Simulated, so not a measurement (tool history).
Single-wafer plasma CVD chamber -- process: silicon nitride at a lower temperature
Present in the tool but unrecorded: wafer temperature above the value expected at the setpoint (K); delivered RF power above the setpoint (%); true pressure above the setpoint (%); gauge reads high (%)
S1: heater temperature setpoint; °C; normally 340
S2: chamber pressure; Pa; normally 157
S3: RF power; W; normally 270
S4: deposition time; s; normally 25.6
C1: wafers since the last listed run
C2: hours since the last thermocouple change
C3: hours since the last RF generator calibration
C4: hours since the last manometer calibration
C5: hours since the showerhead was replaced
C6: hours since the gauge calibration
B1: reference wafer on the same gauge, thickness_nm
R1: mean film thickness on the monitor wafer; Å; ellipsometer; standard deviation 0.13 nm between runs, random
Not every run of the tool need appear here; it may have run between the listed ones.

{"run": 1, "hour": 0.0, "S1": 340, "S2": 157, "S3": 270, "S4": 22.2, "C1": 0, "C2": 1812.4, "C3": 1905.1, "C4": 1703.1, "C5": 6746.2, "C6": 2957.3, "B1": 25.093, "R1": 223.89}
{"run": 2, "hour": 70.5, "S1": 340, "S2": 157, "S3": 270, "S4": 22.2, "C1": 2383, "C2": 1882.9, "C3": 1975.6, "C4": 1773.6, "C5": 6816.7, "C6": 3027.8, "B1": 25.11, "R1": 225.28}
{"run": 3, "hour": 142.2, "S1": 340, "S2": 157, "S3": 270, "S4": 25.6, "C1": 2423, "C2": 1954.6, "C3": 2047.3, "C4": 1845.3, "C5": 6888.4, "C6": 3099.5, "B1": 25.09, "R1": 256.59}
{"run": 4, "hour": 196.2, "S1": 340, "S2": 157, "S3": 270, "S4": 25.6, "C1": 1825, "C2": 2008.6, "C3": 2101.3, "C4": 1899.3, "C5": 6942.4, "C6": 3153.5, "B1": 25.069, "R1": 257.63}
{"run": 5, "hour": 300.8, "S1": 340, "S2": 157, "S3": 270, "S4": 24.3, "C1": 3535, "C2": 2113.2, "C3": 2205.9, "C4": 2003.9, "C5": 7047, "C6": 3258.1, "B1": 25.064, "R1": 244.28}
{"run": 6, "hour": 349.9, "S1": 340, "S2": 157, "S3": 270, "S4": 25.6, "C1": 1659, "C2": 2162.3, "C3": 2255, "C4": 2053, "C5": 7096.1, "C6": 3307.2, "B1": 25.109, "R1": 257.9}
{"hour": 354.8, "done": "gauge calibrated"}
{"run": 7, "hour": 393.1, "S1": 340, "S2": 157, "S3": 270, "S4": 25.6, "C1": 1460, "C2": 2205.5, "C3": 2298.2, "C4": 2096.2, "C5": 7139.3, "C6": 38.3, "B1": 25.128, "R1": 259.54}
{"run": 8, "hour": 477.8, "S1": 351, "S2": 139, "S3": 270, "S4": 29.3, "C1": 2863, "C2": 2290.2, "C3": 2382.9, "C4": 2180.9, "C5": 7224, "C6": 123, "B1": 25.067, "R1": 273.8}
{"run": 9, "hour": 524.4, "S1": 349, "S2": 187, "S3": 270, "S4": 22.4, "C1": 1575, "C2": 2336.8, "C3": 2429.5, "C4": 2227.5, "C5": 7270.6, "C6": 169.6, "B1": 25.123, "R1": 243.11}
{"hour": 557.8, "done": "RF generator calibrated"}
{"run": 10, "hour": 629.5, "S1": 340, "S2": 157, "S3": 270, "S4": 25.6, "C1": 3282, "C2": 2441.9, "C3": 71.7, "C4": 2332.6, "C5": 7375.7, "C6": 274.7, "B1": 25.101, "R1": 251.86}
{"hour": 682.8, "done": "thermocouple changed; heater temperature recalibrated"}
{"run": 11, "hour": 706.5, "S1": 340, "S2": 157, "S3": 270, "S4": 25.6, "C1": 2332, "C2": 23.7, "C3": 148.7, "C4": 2409.6, "C5": 7452.7, "C6": 351.7, "B1": 25.104, "R1": 252.97}
{"run": 12, "hour": 805.4, "S1": 352, "S2": 145, "S3": 270, "S4": 29.3, "C1": 3343, "C2": 122.6, "C3": 247.6, "C4": 2508.5, "C5": 7551.6, "C6": 450.6, "B1": 25.091, "R1": 275.34}
{"hour": 878.5, "done": "capacitance manometer re-zeroed and calibrated"}
{"run": 13, "hour": 1119.8, "S1": 334, "S2": 187, "S3": 270, "S4": 23.7, "C1": 10357, "C2": 437, "C3": 562, "C4": 241.3, "C5": 7866, "C6": 765, "B1": 25.085, "R1": 249.4}
{"run": 14, "hour": 1219.6, "S1": 340, "S2": 157, "S3": 235, "S4": 25.6, "C1": 3373, "C2": 536.8, "C3": 661.8, "C4": 341.1, "C5": 7965.8, "C6": 864.8, "B1": 25.089, "R1": 228.18}
{"run": 15, "hour": 1290.3, "S1": 340, "S2": 157, "S3": 270, "S4": 25.6, "C1": 2390, "C2": 607.5, "C3": 732.5, "C4": 411.8, "C5": 8036.5, "C6": 935.5, "B1": 25.09, "R1": 249.1}
{"run": 16, "hour": 1378.2, "S1": 345, "S2": 181, "S3": 270, "S4": 22.1, "C1": 2971, "C2": 695.4, "C3": 820.4, "C4": 499.7, "C5": 8124.4, "C6": 1023.4, "B1": 25.116, "R1": 228.2}
{"hour": 1502.2, "done": "showerhead replaced"}
{"hour": 1527.9, "done": "RF generator calibrated, repeated, since the last time left the tool worse"}
{"run": 17, "hour": 1688.8, "S1": 340, "S2": 176, "S3": 285, "S4": 23, "C1": 9958, "C2": 1006, "C3": 160.9, "C4": 810.3, "C5": 186.6, "C6": 1334, "B1": 25.083, "R1": 260.51}
{"run": 18, "hour": 1773.1, "S1": 340, "S2": 157, "S3": 270, "S4": 25.6, "C1": 2849, "C2": 1090.3, "C3": 245.2, "C4": 894.6, "C5": 270.9, "C6": 1418.3, "B1": 25.074, "R1": 263.27}
{"run": 19, "hour": 2085.8, "S1": 328, "S2": 117, "S3": 215, "S4": 30.6, "C1": 10570, "C2": 1403, "C3": 557.9, "C4": 1207.3, "C5": 583.6, "C6": 1731, "B1": 25.108, "R1": 224.81}
{"run": 20, "hour": 2190.0, "S1": 326, "S2": 157, "S3": 315, "S4": 25.6, "C1": 3522, "C2": 1507.2, "C3": 662.1, "C4": 1311.5, "C5": 687.8, "C6": 1835.2, "B1": 25.12, "R1": 289.2}
{"run": 21, "hour": 2292.0, "S1": 340, "S2": 132, "S3": 270, "S4": 25.6, "C1": 3448, "C2": 1609.2, "C3": 764.1, "C4": 1413.5, "C5": 789.8, "C6": 1937.2, "B1": 25.107, "R1": 235.82}
{"run": 22, "hour": 2335.0, "S1": 336, "S2": 191, "S3": 270, "S4": 30.2, "C1": 1453, "C2": 1652.2, "C3": 807.1, "C4": 1456.5, "C5": 832.8, "C6": 1980.2, "B1": 25.086, "R1": 338.17}
{"run": 23, "hour": 2430.7, "S1": 350, "S2": 157, "S3": 270, "S4": 29.4, "C1": 3235, "C2": 1747.9, "C3": 902.8, "C4": 1552.2, "C5": 928.5, "C6": 2075.9, "B1": 25.099, "R1": 298.68}
{"run": 24, "hour": 2519.6, "S1": 330, "S2": 157, "S3": 310, "S4": 22.3, "C1": 3005, "C2": 1836.8, "C3": 991.7, "C4": 1641.1, "C5": 1017.4, "C6": 2164.8, "B1": 25.099, "R1": 247.47}
{"run": 25, "hour": 2577.7, "S1": 340, "S2": 157, "S3": 270, "S4": 25.6, "C1": 1964, "C2": 1894.9, "C3": 1049.8, "C4": 1699.2, "C5": 1075.5, "C6": 2222.9, "B1": 25.087, "R1": 258.71}
{"hour": 2625.5, "done": "thermocouple changed; heater temperature recalibrated"}
{"run": 26, "hour": 2679.9, "S1": 340, "S2": 157, "S3": 270, "S4": 25.6, "C1": 3184, "C2": 54.4, "C3": 1152, "C4": 1801.4, "C5": 1177.7, "C6": 2325.1, "B1": 25.102, "R1": 260.91}
{"run": 27, "hour": 2747.6, "S1": 333, "S2": 131, "S3": 270, "S4": 22, "C1": 2288, "C2": 122.1, "C3": 1219.7, "C4": 1869.1, "C5": 1245.4, "C6": 2392.8, "B1": 25.094, "R1": 201.25}
{"run": 28, "hour": 2803.1, "S1": 340, "S2": 188, "S3": 255, "S4": 30.4, "C1": 1876, "C2": 177.6, "C3": 1275.2, "C4": 1924.6, "C5": 1300.9, "C6": 2448.3, "B1": 25.097, "R1": 325.44}

Below are 4 alternative next runs, each starting from the tool's condition after run 28. Predict each:
{"run": "A", "hour": 2803.5, "S1": 340, "S2": 191, "S3": 270, "S4": 25.6, "C1": 13, "C2": 178, "C3": 1275.6, "C4": 1925, "C5": 1301.3, "C6": 2448.7, "B1": "?", "R1": "?"}
{"run": "B", "hour": 2803.5, "S1": 340, "S2": 141, "S3": 315, "S4": 29, "C1": 13, "C2": 178, "C3": 1275.6, "C4": 1925, "C5": 1301.3, "C6": 2448.7, "B1": "?", "R1": "?"}
{"run": "C", "hour": 2803.5, "S1": 344, "S2": 140, "S3": 320, "S4": 23.6, "C1": 13, "C2": 178, "C3": 1275.6, "C4": 1925, "C5": 1301.3, "C6": 2448.7, "B1": "?", "R1": "?"}
{"run": "D", "hour": 2803.5, "S1": 330, "S2": 157, "S3": 310, "S4": 24.2, "C1": 13, "C2": 178, "C3": 1275.6, "C4": 1925, "C5": 1301.3, "C6": 2448.7, "B1": "?", "R1": "?"}

run=A B1=25.107 R1=284.18
run=B B1=25.107 R1=306.82
run=C B1=25.107 R1=250.46
run=D B1=25.107 R1=269.88
Had the tool no hidden state, the same runs would have come out as:
run=A R1=290.95
run=B R1=313.68
run=C R1=256.06
run=D R1=275.97
